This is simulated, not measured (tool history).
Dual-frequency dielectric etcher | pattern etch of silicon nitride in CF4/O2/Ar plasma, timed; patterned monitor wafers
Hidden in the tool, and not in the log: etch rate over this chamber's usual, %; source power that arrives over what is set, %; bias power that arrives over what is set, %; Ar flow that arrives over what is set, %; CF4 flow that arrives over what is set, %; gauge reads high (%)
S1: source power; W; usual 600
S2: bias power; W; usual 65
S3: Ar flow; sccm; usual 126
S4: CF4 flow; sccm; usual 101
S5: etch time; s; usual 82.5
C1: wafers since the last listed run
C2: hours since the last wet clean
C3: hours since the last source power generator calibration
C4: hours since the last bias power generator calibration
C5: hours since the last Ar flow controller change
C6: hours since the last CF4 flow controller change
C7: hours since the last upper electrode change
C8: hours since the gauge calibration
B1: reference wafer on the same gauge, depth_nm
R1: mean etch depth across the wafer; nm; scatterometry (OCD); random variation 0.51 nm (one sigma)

| run | hour | S1 | S2 | S3 | S4 | S5 | C1 | C2 | C3 | C4 | C5 | C6 | C7 | C8 | B1 | R1 |
|---|---|---|---|---|---|---|---|---|---|---|---|---|---|---|---|---|
| 1 | 0.0 | 600 | 65 | 110 | 101 | 82.5 | 0 | 260.7 | 1030.3 | 2417.3 | 3186.0 | 440.7 | 1914.4 | 745.9 | 218.8 | 209.3 |
| 2 | 125.4 | 600 | 60 | 126 | 101 | 87.5 | 924 | 386.1 | 1155.7 | 2542.7 | 3311.4 | 566.1 | 2039.8 | 871.3 | 218.9 | 214.2 |
|  | 153.2 | wet clean of the chamber |
|  | 210.7 | gauge calibrated |
| 3 | 386.6 | 600 | 65 | 108 | 101 | 82.5 | 1749 | 233.4 | 1416.9 | 2803.9 | 3572.6 | 827.3 | 2301.0 | 175.9 | 219.1 | 208.8 |
| 4 | 492.5 | 600 | 65 | 108 | 101 | 82.5 | 781 | 339.3 | 1522.8 | 2909.8 | 3678.5 | 933.2 | 2406.9 | 281.8 | 219.1 | 209.1 |
|  | 567.1 | wet clean of the chamber |
| 5 | 567.6 | 560 | 65 | 141 | 101 | 82.5 | 376 | 0.5 | 1597.9 | 2984.9 | 3753.6 | 1008.3 | 2482.0 | 356.9 | 219.0 | 189.0 |
| 6 | 652.7 | 560 | 65 | 141 | 101 | 82.5 | 627 | 85.6 | 1683.0 | 3070.0 | 3838.7 | 1093.4 | 2567.1 | 442.0 | 219.0 | 189.6 |
| 7 | 690.7 | 560 | 65 | 141 | 101 | 82.5 | 280 | 123.6 | 1721.0 | 3108.0 | 3876.7 | 1131.4 | 2605.1 | 480.0 | 218.8 | 189.7 |
| 8 | 773.8 | 600 | 65 | 126 | 101 | 71.5 | 612 | 206.7 | 1804.1 | 3191.1 | 3959.8 | 1214.5 | 2688.2 | 563.1 | 218.8 | 178.4 |
| 9 | 843.9 | 600 | 65 | 126 | 101 | 71.5 | 517 | 276.8 | 1874.2 | 3261.2 | 4029.9 | 1284.6 | 2758.3 | 633.2 | 219.1 | 179.0 |
| 10 | 893.9 | 600 | 65 | 126 | 101 | 82.5 | 368 | 326.8 | 1924.2 | 3311.2 | 4079.9 | 1334.6 | 2808.3 | 683.2 | 219.0 | 207.3 |
|  | 923.0 | source power generator calibrated |
| 11 | 983.7 | 600 | 65 | 137 | 101 | 96.0 | 632 | 416.6 | 60.7 | 3401.0 | 4169.7 | 1424.4 | 2898.1 | 773.0 | 218.9 | 241.8 |
|  | 1028.9 | upper electrode replaced |
|  | 1061.1 | wet clean of the chamber |
| 12 | 1061.6 | 560 | 65 | 141 | 101 | 82.5 | 220 | 0.5 | 138.6 | 3478.9 | 4247.6 | 1502.3 | 32.7 | 850.9 | 218.8 | 188.4 |
| 13 | 1113.7 | 600 | 71 | 126 | 101 | 82.5 | 384 | 52.6 | 190.7 | 3531.0 | 4299.7 | 1554.4 | 84.8 | 903.0 | 219.1 | 209.0 |
|  | 1117.8 | gauge calibrated |
|  | 1169.1 | CF4 flow controller replaced |
| 14 | 1211.6 | 600 | 80 | 126 | 118 | 82.5 | 677 | 150.5 | 288.6 | 3628.9 | 4397.6 | 42.5 | 182.7 | 93.8 | 218.9 | 224.4 |
|  | 1311.4 | Ar flow controller replaced |
| 15 | 1311.9 | 600 | 75 | 112 | 101 | 82.5 | 695 | 250.8 | 388.9 | 3729.2 | 0.5 | 142.8 | 283.0 | 194.1 | 219.0 | 219.4 |
|  | 1342.6 | bias power generator calibrated |
| 16 | 1364.6 | 500 | 69 | 111 | 101 | 92.5 | 359 | 303.5 | 441.6 | 22.0 | 53.2 | 195.5 | 335.7 | 246.8 | 219.0 | 200.2 |
| 17 | 1434.2 | 470 | 65 | 126 | 101 | 61.5 | 513 | 373.1 | 511.2 | 91.6 | 122.8 | 265.1 | 405.3 | 316.4 | 219.3 | 122.7 |
|  | 1560.4 | wet clean of the chamber |
| 18 | 1683.4 | 600 | 65 | 126 | 82 | 76.0 | 1661 | 123.0 | 760.4 | 340.8 | 372.0 | 514.3 | 654.5 | 565.6 | 219.0 | 184.0 |
| 19 | 1734.0 | 600 | 65 | 126 | 101 | 82.5 | 373 | 173.6 | 811.0 | 391.4 | 422.6 | 564.9 | 705.1 | 616.2 | 219.3 | 204.9 |

How the hidden state differs across the entries between the runs, from the last listed run before each to the first after it:
Between runs 2 and 3: wet clean of the chamber (hour 153.2); gauge calibrated (hour 210.7)
  etch rate over this chamber's usual, %: 2.21 -> 1.17
  measured less the result without the state, R1: +4.6 -> +2.4 nm
Between runs 4 and 5: wet clean of the chamber (hour 567.1)
  etch rate over this chamber's usual, %: 1.78 -> 0.2
  measured less the result without the state, R1: +3.7 -> +0.4 nm
Between runs 10 and 11: source power generator calibrated (hour 923.0)
  etch rate over this chamber's usual, %: 2.07 -> 2.59
  measured less the result without the state, R1: +4.2 -> +6.1 nm
Between runs 11 and 12: upper electrode replaced (hour 1028.9); wet clean of the chamber (hour 1061.1)
  etch rate over this chamber's usual, %: 2.59 -> -0.043
  measured less the result without the state, R1: +6.1 -> -0.1 nm
Between runs 13 and 14: gauge calibrated (hour 1117.8); CF4 flow controller replaced (hour 1169.1)
  etch rate over this chamber's usual, %: 0.256 -> 0.817
  measured less the result without the state, R1: +0.5 -> +1.8 nm
Between runs 14 and 15: Ar flow controller replaced (hour 1311.4)
  etch rate over this chamber's usual, %: 0.817 -> 1.39
  measured less the result without the state, R1: +1.8 -> +3.0 nm
Between runs 15 and 16: bias power generator calibrated (hour 1342.6)
  etch rate over this chamber's usual, %: 1.39 -> 1.69
  measured less the result without the state, R1: +3.0 -> +3.4 nm
Between runs 17 and 18: wet clean of the chamber (hour 1560.4)
  etch rate over this chamber's usual, %: 2.09 -> 0.751
  measured less the result without the state, R1: +2.5 -> +1.3 nm
